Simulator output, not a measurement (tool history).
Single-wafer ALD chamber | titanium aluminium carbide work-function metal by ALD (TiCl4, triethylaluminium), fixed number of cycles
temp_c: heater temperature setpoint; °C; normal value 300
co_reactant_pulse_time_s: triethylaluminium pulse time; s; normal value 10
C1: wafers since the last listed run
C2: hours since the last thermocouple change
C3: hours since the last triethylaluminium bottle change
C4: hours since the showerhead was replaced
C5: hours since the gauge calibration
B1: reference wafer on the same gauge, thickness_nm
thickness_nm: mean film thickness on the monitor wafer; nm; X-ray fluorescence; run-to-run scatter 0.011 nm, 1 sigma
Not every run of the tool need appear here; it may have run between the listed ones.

Run 1, hour 0: usual settings; C1 0; C2 2324.5; C3 1019.4; C4 5867.7; C5 256.3; B1 2.059. Result: thickness_nm 2.083 nm.
Run 2, hour 30.5: usual settings; C1 317; C2 2355; C3 1049.9; C4 5898.2; C5 286.8; B1 2.055. Result: thickness_nm 2.063 nm.
At hour 38.4: gauge calibrated.
Run 3, hour 63.9: usual settings; C1 347; C2 2388.4; C3 1083.3; C4 5931.6; C5 25.5; B1 2.056. Result: thickness_nm 2.047 nm.
Run 4, hour 78.7: usual settings; C1 154; C2 2403.2; C3 1098.1; C4 5946.4; C5 40.3; B1 2.062. Result: thickness_nm 2.048 nm.
Run 5, hour 111.3: usual settings; C1 339; C2 2435.8; C3 1130.7; C4 5979; C5 72.9; B1 2.059. Result: thickness_nm 2.031 nm.
At hour 119.3: showerhead replaced.
At hour 133.5: triethylaluminium bottle replaced.
Run 6, hour 142.2: usual settings but co_reactant_pulse_time_s 11.03 s; C1 155; C2 2466.7; C3 8.7; C4 22.9; C5 103.8; B1 2.059. Result: thickness_nm 2.212 nm.
Run 7, hour 166: usual settings but co_reactant_pulse_time_s 11.03 s; C1 247; C2 2490.5; C3 32.5; C4 46.7; C5 127.6; B1 2.054. Result: thickness_nm 2.199 nm.
Run 8, hour 194.5: usual settings but co_reactant_pulse_time_s 8.81 s; C1 296; C2 2519; C3 61; C4 75.2; C5 156.1; B1 2.065. Result: thickness_nm 2.108 nm.
Run 9, hour 218.7: usual settings but temp_c 305 °C, co_reactant_pulse_time_s 6.76 s; C1 252; C2 2543.2; C3 85.2; C4 99.4; C5 180.3; B1 2.064. Result: thickness_nm 1.973 nm.
At hour 247: thermocouple changed; heater temperature recalibrated.
Run 10, hour 252.2: usual settings but temp_c 307 °C; C1 265; C2 5.2; C3 118.7; C4 132.9; C5 213.8; B1 2.062. Result: thickness_nm 2.233 nm.
Run 11, hour 282.4: usual settings; C1 314; C2 35.4; C3 148.9; C4 163.1; C5 244; B1 2.058. Result: thickness_nm 2.158 nm.
Run 12, hour 296.3: usual settings but temp_c 294 °C, co_reactant_pulse_time_s 12.56 s; C1 144; C2 49.3; C3 162.8; C4 177; C5 257.9; B1 2.063. Result: thickness_nm 2.171 nm.
At hour 298.7: gauge calibrated.
Run 13, hour 309.2: usual settings; C1 134; C2 62.2; C3 175.7; C4 189.9; C5 10.5; B1 2.059. Result: thickness_nm 2.181 nm.
Run 14, hour 380.3: usual settings; C1 740; C2 133.3; C3 246.8; C4 261; C5 81.6; B1 2.064. Result: thickness_nm 2.152 nm.

What if the next run were any one of these 3? Each begins from the tool's condition after run 14:
Run A, hour 380.7: usual settings but co_reactant_pulse_time_s 11.37 s; C1 4; C2 133.7; C3 247.2; C4 261.4; C5 82; B1 ?. Result: thickness_nm ?.
Run B, hour 380.7: usual settings but temp_c 310 °C, co_reactant_pulse_time_s 11.87 s; C1 4; C2 133.7; C3 247.2; C4 261.4; C5 82; B1 ?. Result: thickness_nm ?.
Run C, hour 380.7: usual settings but co_reactant_pulse_time_s 8.21 s; C1 4; C2 133.7; C3 247.2; C4 261.4; C5 82; B1 ?. Result: thickness_nm ?.

run    B1  thickness_nm
  A  2.06         2.188
  B  2.06         2.306
  C  2.06         2.056
Stripped of hidden state, with their random variation kept, the same runs would have yielded:
run  thickness_nm
  A         2.195
  B         2.312
  C         2.075

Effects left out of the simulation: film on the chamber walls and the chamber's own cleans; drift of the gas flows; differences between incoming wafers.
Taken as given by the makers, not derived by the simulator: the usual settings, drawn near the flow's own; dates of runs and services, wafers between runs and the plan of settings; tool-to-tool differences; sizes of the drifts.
